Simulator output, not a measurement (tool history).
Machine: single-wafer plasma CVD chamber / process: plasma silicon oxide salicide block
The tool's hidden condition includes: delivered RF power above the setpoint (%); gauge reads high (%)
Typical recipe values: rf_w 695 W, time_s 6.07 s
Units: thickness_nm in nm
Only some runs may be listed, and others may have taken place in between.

run   hour  rf_w  time_s  wafers since the last listed run  hours since the last RF generator calibration  hours since the showerhead was replaced  hours since the gauge calibration  read-back reference wafer on the same gauge, thickness_nm  thickness_nm
  1      0   695    6.07                                 0                                         2271.7                                   5577.2                              142.1                                                     75.715        62.576
  2     16   590    6.07                               486                                         2287.7                                   5593.2                              158.1                                                     75.319        60.287
  3   30.3   590    6.07                               434                                           2302                                   5607.5                              172.4                                                     75.397        60.421
  4   46.7   695    6.07                               498                                         2318.4                                   5623.9                              188.8                                                     75.398        62.734
      57.1  -- gauge calibrated
  5   59.4   695    6.07                               386                                         2331.1                                   5636.6                                2.3                                                     75.445        62.725
  6   66.2   695    6.07                               206                                         2337.9                                   5643.4                                9.1                                                     75.595        62.757
  7   73.2   695    6.07                               212                                         2344.9                                   5650.4                               16.1                                                     75.366        62.969
  8   86.5   695    6.07                               404                                         2358.2                                   5663.7                               29.4                                                     75.574        62.801
  9   94.3   695    6.07                               237                                           2366                                   5671.5                               37.2                                                     75.406         62.93
 10  102.5   695    6.07                               249                                         2374.2                                   5679.7                               45.4                                                     75.564        63.215
 11  110.7   695    6.07                               249                                         2382.4                                   5687.9                               53.6                                                     75.515        62.735
 12  128.2   695    6.07                               532                                         2399.9                                   5705.4                               71.1                                                     75.402        62.518
 13  144.5   695    6.07                               495                                         2416.2                                   5721.7                               87.4                                                     75.663         62.48
 14  158.7   695     6.5                               431                                         2430.4                                   5735.9                              101.6                                                     75.359        67.062
     172.7  -- showerhead replaced
     203.1  -- RF generator calibrated
 15  211.8   695    6.07                              1128                                            8.7                                     39.1                              154.7                                                     75.496        62.605
 16  223.5   695    6.07                               355                                           20.4                                     50.8                              166.4                                                     75.608        62.747
 17  231.5   590    6.46                               243                                           28.4                                     58.8                              174.4                                                     75.579        63.697
 18  239.8   695    6.07                               252                                           36.7                                     67.1                              182.7                                                     75.588        63.384
 19  246.8   695    6.07                               212                                           43.7                                     74.1                              189.7                                                     75.607        63.504
 20  253.3   825    7.01                               197                                           50.2                                     80.6                              196.2                                                     75.633        76.297
 21  262.7   570    6.07                               285                                           59.6                                       90                              205.6                                                     75.405        58.852
 22    273   695    6.45                               313                                           69.9                                    100.3                              215.9                                                     75.547        66.204
 23  289.6   695    5.26                               504                                           86.5                                    116.9                              232.5                                                     75.531        54.305
     301.8  -- gauge calibrated
 24  337.8   805    6.77                              1465                                          134.7                                    165.1                                 36                                                     75.556        73.956
 25  346.9   580    4.86                               276                                          143.8                                    174.2                               45.1                                                     75.521        47.922
 26  358.8   625    6.07                               361                                          155.7                                    186.1                                 57                                                     75.656        60.779
 27  373.6   695    6.07                               450                                          170.5                                    200.9                               71.8                                                     75.576        63.264
 28  390.3   620     6.7                               507                                          187.2                                    217.6                               88.5                                                     75.512         67.11

Branching from run 28: 5 alternative next runs. What would each branch give?
  A  390.7   695    5.64                                12                                          187.6                                      218                               88.9                                                          ?             ?
  B  390.7   660    6.97                                12                                          187.6                                      218                               88.9                                                          ?             ?
  C  390.7   820    6.57                                12                                          187.6                                      218                               88.9                                                          ?             ?
  D  390.7   560    5.01                                12                                          187.6                                      218                               88.9                                                          ?             ?
  E  390.7   695    6.64                                12                                          187.6                                      218                               88.9                                                          ?             ?

run  read-back reference wafer on the same gauge, thickness_nm  thickness_nm
  A                                                     75.399        58.856
  B                                                     75.399        71.658
  C                                                     75.399        71.926
  D                                                     75.399        49.132
  E                                                     75.399        69.291
What these runs would have given with no unlogged condition in the tool:
run  thickness_nm
  A        58.856
  B        71.658
  C        71.926
  D        49.132
  E        69.291
